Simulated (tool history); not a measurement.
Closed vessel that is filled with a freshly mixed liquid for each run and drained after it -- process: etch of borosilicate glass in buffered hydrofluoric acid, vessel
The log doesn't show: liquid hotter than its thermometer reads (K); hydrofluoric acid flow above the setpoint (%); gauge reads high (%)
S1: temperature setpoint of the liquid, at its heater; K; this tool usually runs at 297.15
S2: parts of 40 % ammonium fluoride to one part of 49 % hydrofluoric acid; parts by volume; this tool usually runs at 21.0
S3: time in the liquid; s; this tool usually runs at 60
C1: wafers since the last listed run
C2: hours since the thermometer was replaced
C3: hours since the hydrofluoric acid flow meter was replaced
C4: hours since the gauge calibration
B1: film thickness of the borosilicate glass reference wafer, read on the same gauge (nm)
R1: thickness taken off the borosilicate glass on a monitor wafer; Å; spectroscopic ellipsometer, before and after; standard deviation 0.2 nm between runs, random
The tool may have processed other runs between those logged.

{"run": 1, "hour": 0.0, "S1": 297.15, "S2": 21.0, "S3": 60, "C1": 0, "C2": 357.9, "C3": 1008.0, "C4": 469.4, "B1": 70.0, "R1": 364.2}
{"run": 2, "hour": 211.3, "S1": 297.15, "S2": 21.0, "S3": 60, "C1": 24019, "C2": 569.2, "C3": 1219.3, "C4": 680.7, "B1": 70.01, "R1": 364.4}
{"hour": 243.0, "done": "thermometer replaced"}
{"run": 3, "hour": 263.1, "S1": 297.15, "S2": 25.5, "S3": 60, "C1": 5774, "C2": 20.1, "C3": 1271.1, "C4": 732.5, "B1": 70.0, "R1": 320.2}
{"run": 4, "hour": 353.5, "S1": 297.15, "S2": 21.0, "S3": 60, "C1": 10276, "C2": 110.5, "C3": 1361.5, "C4": 822.9, "B1": 70.0, "R1": 364.5}
{"run": 5, "hour": 419.2, "S1": 297.15, "S2": 21.0, "S3": 60, "C1": 7468, "C2": 176.2, "C3": 1427.2, "C4": 888.6, "B1": 70.01, "R1": 367.6}
{"run": 6, "hour": 472.8, "S1": 297.15, "S2": 21.0, "S3": 60, "C1": 6093, "C2": 229.8, "C3": 1480.8, "C4": 942.2, "B1": 70.01, "R1": 364.4}
{"run": 7, "hour": 516.0, "S1": 297.15, "S2": 21.0, "S3": 60, "C1": 4910, "C2": 273.0, "C3": 1524.0, "C4": 985.4, "B1": 70.0, "R1": 362.0}
{"run": 8, "hour": 617.0, "S1": 299.15, "S2": 21.0, "S3": 60, "C1": 11481, "C2": 374.0, "C3": 1625.0, "C4": 1086.4, "B1": 70.02, "R1": 410.0}
{"hour": 632.5, "done": "hydrofluoric acid flow meter replaced"}
{"run": 9, "hour": 703.5, "S1": 299.15, "S2": 21.0, "S3": 60, "C1": 9719, "C2": 460.5, "C3": 71.0, "C4": 1172.9, "B1": 70.01, "R1": 408.4}
{"run": 10, "hour": 792.2, "S1": 299.15, "S2": 21.0, "S3": 60, "C1": 10083, "C2": 549.2, "C3": 159.7, "C4": 1261.6, "B1": 69.99, "R1": 408.1}
{"hour": 831.2, "done": "thermometer replaced"}
{"run": 11, "hour": 884.5, "S1": 300.65, "S2": 15.5, "S3": 40, "C1": 10378, "C2": 53.3, "C3": 252.0, "C4": 1353.9, "B1": 70.0, "R1": 388.4}
{"run": 12, "hour": 935.6, "S1": 297.15, "S2": 21.0, "S3": 60, "C1": 5808, "C2": 104.4, "C3": 303.1, "C4": 1405.0, "B1": 70.0, "R1": 366.3}
{"run": 13, "hour": 980.4, "S1": 300.65, "S2": 18.0, "S3": 30, "C1": 5092, "C2": 149.2, "C3": 347.9, "C4": 1449.8, "B1": 70.0, "R1": 252.8}
{"run": 14, "hour": 1023.1, "S1": 297.15, "S2": 21.0, "S3": 75, "C1": 4853, "C2": 191.9, "C3": 390.6, "C4": 1492.5, "B1": 70.0, "R1": 457.1}
{"hour": 1117.1, "done": "gauge calibrated"}
{"run": 15, "hour": 1262.5, "S1": 295.65, "S2": 25.0, "S3": 90, "C1": 27213, "C2": 431.3, "C3": 630.0, "C4": 145.4, "B1": 70.0, "R1": 446.3}
{"hour": 1290.4, "done": "thermometer replaced"}
{"run": 16, "hour": 1366.1, "S1": 301.15, "S2": 28.5, "S3": 30, "C1": 11663, "C2": 75.7, "C3": 733.6, "C4": 249.0, "B1": 69.99, "R1": 184.7}
{"run": 17, "hour": 1408.4, "S1": 297.15, "S2": 21.0, "S3": 60, "C1": 4808, "C2": 118.0, "C3": 775.9, "C4": 291.3, "B1": 70.0, "R1": 364.3}
{"run": 18, "hour": 1479.6, "S1": 297.15, "S2": 26.5, "S3": 60, "C1": 8093, "C2": 189.2, "C3": 847.1, "C4": 362.5, "B1": 70.01, "R1": 310.4}
{"run": 19, "hour": 1577.5, "S1": 299.15, "S2": 29.5, "S3": 30, "C1": 11128, "C2": 287.1, "C3": 945.0, "C4": 460.4, "B1": 70.01, "R1": 161.0}
{"run": 20, "hour": 1663.6, "S1": 301.15, "S2": 25.5, "S3": 40, "C1": 9787, "C2": 373.2, "C3": 1031.1, "C4": 546.5, "B1": 70.0, "R1": 264.3}
{"run": 21, "hour": 1740.3, "S1": 300.15, "S2": 21.0, "S3": 60, "C1": 8718, "C2": 449.9, "C3": 1107.8, "C4": 623.2, "B1": 69.99, "R1": 433.0}

Predict each of these 3 candidate next runs independently; none follows another, all start after run 21:
{"run": "A", "hour": 1741.0, "S1": 294.15, "S2": 21.0, "S3": 60, "C1": 79, "C2": 450.6, "C3": 1108.5, "C4": 623.9, "B1": "?", "R1": "?"}
{"run": "B", "hour": 1741.0, "S1": 297.15, "S2": 21.0, "S3": 80, "C1": 79, "C2": 450.6, "C3": 1108.5, "C4": 623.9, "B1": "?", "R1": "?"}
{"run": "C", "hour": 1741.0, "S1": 297.15, "S2": 13.5, "S3": 60, "C1": 79, "C2": 450.6, "C3": 1108.5, "C4": 623.9, "B1": "?", "R1": "?"}

run=A B1=70.01 R1=309.1
run=B B1=70.01 R1=485.1
run=C B1=70.01 R1=555.5
What these runs would have given with no unlogged condition in the tool:
run=A R1=309.1
run=B R1=485.1
run=C R1=555.5

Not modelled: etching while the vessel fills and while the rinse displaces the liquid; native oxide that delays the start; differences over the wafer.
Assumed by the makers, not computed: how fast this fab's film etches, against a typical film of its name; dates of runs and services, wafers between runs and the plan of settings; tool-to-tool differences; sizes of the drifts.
